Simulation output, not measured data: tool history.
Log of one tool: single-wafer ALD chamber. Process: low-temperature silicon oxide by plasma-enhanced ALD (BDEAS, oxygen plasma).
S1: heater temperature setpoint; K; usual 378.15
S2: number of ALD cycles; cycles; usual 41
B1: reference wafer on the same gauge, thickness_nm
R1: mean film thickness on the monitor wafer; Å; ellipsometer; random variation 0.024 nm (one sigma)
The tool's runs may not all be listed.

{"run": 1, "hour": 0.0, "S1": 378.15, "S2": 41, "B1": 5.823, "R1": 52.8}
{"run": 2, "hour": 57.7, "S1": 378.15, "S2": 41, "B1": 5.829, "R1": 53.12}
{"run": 3, "hour": 103.7, "S1": 383.15, "S2": 36, "B1": 5.83, "R1": 46.35}
{"run": 4, "hour": 143.6, "S1": 383.15, "S2": 36, "B1": 5.823, "R1": 46.2}
{"run": 5, "hour": 198.7, "S1": 378.15, "S2": 41, "B1": 5.835, "R1": 53.42}
{"run": 6, "hour": 235.4, "S1": 378.15, "S2": 41, "B1": 5.832, "R1": 53.1}
{"run": 7, "hour": 265.2, "S1": 378.15, "S2": 41, "B1": 5.83, "R1": 53.16}
{"run": 8, "hour": 315.0, "S1": 378.15, "S2": 41, "B1": 5.83, "R1": 53.31}
{"run": 9, "hour": 383.9, "S1": 378.15, "S2": 43, "B1": 5.827, "R1": 56.12}
{"run": 10, "hour": 432.6, "S1": 378.15, "S2": 43, "B1": 5.835, "R1": 55.4}
{"run": 11, "hour": 457.2, "S1": 378.15, "S2": 39, "B1": 5.823, "R1": 50.66}
{"run": 12, "hour": 514.3, "S1": 378.15, "S2": 39, "B1": 5.836, "R1": 50.6}
{"run": 13, "hour": 577.3, "S1": 378.15, "S2": 34, "B1": 5.84, "R1": 44.12}
{"hour": 596.0, "done": "gauge calibrated"}
{"run": 14, "hour": 740.8, "S1": 363.15, "S2": 41, "B1": 5.83, "R1": 56.42}
{"hour": 771.9, "done": "thermocouple changed; heater temperature recalibrated"}
{"run": 15, "hour": 810.6, "S1": 367.15, "S2": 33, "B1": 5.828, "R1": 44.4}
{"run": 16, "hour": 850.9, "S1": 389.15, "S2": 33, "B1": 5.832, "R1": 41.71}
{"run": 17, "hour": 904.5, "S1": 378.15, "S2": 41, "B1": 5.832, "R1": 53.07}
{"run": 18, "hour": 934.2, "S1": 378.15, "S2": 41, "B1": 5.836, "R1": 53.32}
{"run": 19, "hour": 990.7, "S1": 370.15, "S2": 41, "B1": 5.822, "R1": 54.82}
{"run": 20, "hour": 1064.7, "S1": 372.15, "S2": 45, "B1": 5.834, "R1": 59.64}
{"run": 21, "hour": 1121.3, "S1": 390.15, "S2": 36, "B1": 5.835, "R1": 45.46}
{"run": 22, "hour": 1165.2, "S1": 370.15, "S2": 41, "B1": 5.831, "R1": 54.84}
{"run": 23, "hour": 1209.4, "S1": 378.15, "S2": 41, "B1": 5.825, "R1": 53.48}

Run 24 comes next. What will it give?
{"run": 24, "hour": 1252.2, "S1": 386.15, "S2": 36, "B1": "?", "R1": "?"}

{"run 24": {"B1": 5.821, "R1": 45.79}}
Without the tool's hidden state the same run would have given R1 45.79 Å.
